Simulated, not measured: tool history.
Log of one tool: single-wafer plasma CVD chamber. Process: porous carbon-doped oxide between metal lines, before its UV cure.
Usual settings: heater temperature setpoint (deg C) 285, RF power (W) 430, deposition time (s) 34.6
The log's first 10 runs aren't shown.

| run | day | heater temperature setpoint (deg C) | RF power (W) | deposition time (s) | read-back reference wafer on the same gauge, thickness_nm | mean film thickness on the monitor wafer (angstrom) |
|---|---|---|---|---|---|---|
| 11 | 5.483 | 285 | 430 | 34.6 | 176.097 | 1868.21 |
| 12 | 7.583 | 285 | 405 | 34.6 | 175.989 | 1777.25 |
| 13 | 8.05 | 285 | 345 | 32.5 | 175.954 | 1438.13 |
| 14 | 8.375 | 285 | 430 | 34.6 | 175.976 | 1869.32 |
| 15 | 9.062 | 272 | 480 | 40.2 | 176.047 | 2569.73 |
| 16 | 9.321 | 285 | 430 | 34.6 | 175.991 | 1871.3 |
| 17 | 10.038 | 285 | 430 | 34.6 | 176.16 | 1860.98 |
| 18 | 10.662 | 297 | 455 | 28.5 | 176.03 | 1495.87 |
| 19 | 12.692 | 270 | 495 | 32.4 | 175.776 | 2174.49 |
| 20 | 13.033 | 285 | 430 | 34.6 | 176.249 | 1862.53 |
| 21 | 13.446 | 294 | 510 | 29.7 | 175.95 | 1728.99 |
| 22 | 13.767 | 278 | 430 | 34.6 | 176.317 | 1943.9 |
| 23 | 14.046 | 285 | 430 | 34.6 | 176.224 | 1857.09 |
| 24 | 14.446 | 298 | 355 | 40.4 | 175.959 | 1667.82 |
| 25 | 15.1 | 273 | 430 | 34.6 | 175.772 | 2018.03 |
| 26 | 15.483 | 280 | 430 | 34.6 | 176.11 | 1899.12 |
| 27 | 16.079 | 276 | 430 | 34.6 | 176.078 | 1960.89 |
| 28 | 16.458 | 271 | 430 | 34.6 | 175.987 | 2042.76 |
| 29 | 17 | 299 | 485 | 31.8 | 176.041 | 1713.09 |
| 30 | 17.7 | 285 | 480 | 34.6 | 176.018 | 2037.69 |
| 31 | 18.438 | 285 | 430 | 34.6 | 176.167 | 1845.19 |
|  | 18.992 | gauge calibrated |
| 32 | 18.996 | 285 | 430 | 34.6 | 176.014 | 1856.19 |

Run 33 comes next. What will it give?
| 33 | 19.496 | 270 | 495 | 32.4 | ? | ? |

{"run 33": {"read-back reference wafer on the same gauge, thickness_nm": 176.086, "mean film thickness on the monitor wafer (angstrom)": 2164.3}}
Without the tool's hidden state the same run would have given mean film thickness on the monitor wafer (angstrom) 2210.1.

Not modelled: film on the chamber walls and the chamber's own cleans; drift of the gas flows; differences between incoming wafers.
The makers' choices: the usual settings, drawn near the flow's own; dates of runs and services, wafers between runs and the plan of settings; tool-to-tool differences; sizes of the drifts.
